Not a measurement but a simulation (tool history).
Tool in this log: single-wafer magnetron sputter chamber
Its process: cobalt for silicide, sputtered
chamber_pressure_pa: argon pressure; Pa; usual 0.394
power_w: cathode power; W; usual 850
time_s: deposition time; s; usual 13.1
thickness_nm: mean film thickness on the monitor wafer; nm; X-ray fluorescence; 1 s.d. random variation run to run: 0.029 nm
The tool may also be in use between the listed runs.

run,hour,chamber_pressure_pa,power_w,time_s,"read-back reference wafer on the same gauge, thickness_nm",thickness_nm
1,0,0.394,850,14.5,6.016,5.691
2,28.6,0.394,850,13.1,6.025,5.057
3,94.2,0.394,850,13.1,6.023,5.036
4,147.4,0.394,850,13.1,6.029,5.071
5,213.7,0.394,850,13.1,6.023,4.998
6,256.4,0.394,850,13.1,6.029,4.986
7,302.2,0.394,850,13.1,6.014,4.958
8,339.8,0.394,850,12.3,6.024,4.635
9,370.9,0.394,850,12.3,6.018,4.582
# hour 411.3: sputter target and shields replaced
# hour 428: capacitance manometer re-zeroed and calibrated
10,432.4,0.394,850,13.1,6.024,5.136
11,492.1,0.394,850,13.1,6.025,5.06
12,623.6,0.343,850,15,6.024,5.752
13,683.6,0.344,800,14.5,6.018,5.249
14,727.1,0.491,750,12.3,6.012,4.127
# hour 748.3: gauge calibrated
15,767.8,0.394,850,13.1,6.026,4.903
# hour 786.6: magnet pack replaced, of another model than before
16,815.9,0.521,850,13.1,6.02,4.822
17,847.1,0.343,750,11.7,6.023,3.941
# hour 921.7: sputter target and shields replaced
18,922.2,0.394,850,13.1,6.022,5.227
19,983.3,0.324,800,13.9,6.018,5.267
20,1187.7,0.394,850,13.1,6.016,4.985
21,1251,0.462,700,13.1,6.014,4.187
22,1284.2,0.475,900,14,6.027,5.484
23,1338,0.471,850,15.5,6.007,5.666
24,1362.9,0.394,850,13.1,6.019,4.853
25,1395,0.394,850,13.1,6.011,4.902
26,1465.3,0.394,850,13.1,6.036,4.798
# hour 1473.4: sputter target and shields replaced
27,1492.8,0.394,850,13.1,6.005,5.173
28,1535.9,0.394,850,13.1,6.019,5.087
29,1572.4,0.336,850,13.1,6.033,5.117
30,1609.7,0.313,1000,15.3,6.021,6.799
31,1634.9,0.394,1050,13.1,6.017,5.974
32,1699.8,0.458,900,11,6.009,4.371
33,1817.8,0.394,650,13.1,6.01,3.968
# hour 1962.2: sputter target and shields replaced
34,1995.7,0.394,850,15.2,6.02,6.005

5 options for the next run, each taken on its own from the tool as it stands now. Forecast them:
A,1996.1,0.394,850,13.1,?,?
B,1996.1,0.296,850,13.1,?,?
C,1996.1,0.394,750,13.1,?,?
D,1996.1,0.276,650,14.6,?,?
E,1996.1,0.472,850,12,?,?

run,"read-back reference wafer on the same gauge, thickness_nm",thickness_nm
A,6.026,5.142
B,6.026,5.202
C,6.026,4.65
D,6.026,4.698
E,6.026,4.668
Without the tool's hidden state the same runs would have given:
run,thickness_nm
A,5.177
B,5.237
C,4.681
D,4.73
E,4.699
